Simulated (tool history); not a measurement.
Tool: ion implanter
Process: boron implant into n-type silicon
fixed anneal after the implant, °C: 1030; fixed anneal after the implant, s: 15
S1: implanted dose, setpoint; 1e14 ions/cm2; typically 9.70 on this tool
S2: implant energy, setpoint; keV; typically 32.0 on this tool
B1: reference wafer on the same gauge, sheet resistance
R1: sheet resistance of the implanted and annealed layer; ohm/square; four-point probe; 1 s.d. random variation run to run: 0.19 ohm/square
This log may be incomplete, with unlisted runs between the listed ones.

run    hour     S1    S2      B1      R1
  1     0.0   9.70  32.0  119.99  122.76
  2    61.4   9.70  32.0  119.97  122.78
  3   119.9   9.70  32.0  119.95  122.94
  4   148.8   9.70  32.0  119.98  122.58
  5   205.5   9.70  32.0  119.99  122.94
  6   252.9   9.70  28.5  120.00  123.32
  7   321.9   9.70  28.5  119.91  123.55
  8   359.0   9.70  29.0  120.02  123.14
  9   392.7   9.70  27.5  119.97  123.52
 10   423.1   9.70  27.5  119.97  123.63
 11   463.0   9.70  32.0  119.98  121.93
 12   523.2   9.70  32.0  119.96  122.44
 13   592.4   9.70  32.0  119.97  122.54
 14   639.9   9.70  32.0  120.01  122.13
      658.4  -- gauge calibrated
 15   703.3   9.70  32.0  119.99  121.86
      832.1  -- extraction supply calibrated
 16   832.8   9.70  32.0  120.02  122.06
 17   894.8   8.32  24.0  119.92  142.07
      910.7  -- Faraday cup replaced and dose calibrated
 18   953.9  10.54  37.5  119.99  114.29
 19   981.5  10.57  39.5  120.00  113.26
 20  1010.4   9.70  32.0  119.98  123.43
 21  1049.1  11.28  40.5  120.07  107.15
 22  1082.4   8.35  21.0  119.99  144.26
 23  1117.8   8.62  41.0  120.08  133.59
 24  1147.1  11.92  37.5  120.03  102.54
 25  1187.6   8.18  36.5  119.97  139.89
 26  1240.6   9.70  32.0  120.05  122.77
 27  1285.9   8.49  32.0  119.96  137.00
 28  1339.5  11.45  32.0  119.89  106.88
 29  1369.9   9.70  32.0  120.00  122.60
 30  1422.8   8.62  35.5  119.96  134.44
 31  1490.4  11.15  22.0  119.99  111.92
 32  1521.9  10.66  22.5  120.05  115.88
 33  1569.3  11.74  38.5  119.97  103.10
 34  1594.8   8.14  39.5  120.09  139.53
 35  1659.4   9.70  32.0  120.03  122.32
 36  1762.1   7.45  28.5  120.07  153.84
 37  1832.7   8.42  21.0  120.01  142.38
 38  1891.7   9.70  24.0  119.96  124.34

Alternative continuations, all from the tool just after run 38; predict every row:
  A  1892.1   7.22  32.0   ?   ?
  B  1892.1   9.70  41.5   ?   ?
  C  1892.1  10.47  41.0   ?   ?

run      B1      R1
  A  120.06  156.16
  B  120.06  120.04
  C  120.06  112.82
Take away the tool's hidden state, keep each run's random variation, and the runs would have read:
run      R1
  A  158.43
  B  121.76
  C  114.45

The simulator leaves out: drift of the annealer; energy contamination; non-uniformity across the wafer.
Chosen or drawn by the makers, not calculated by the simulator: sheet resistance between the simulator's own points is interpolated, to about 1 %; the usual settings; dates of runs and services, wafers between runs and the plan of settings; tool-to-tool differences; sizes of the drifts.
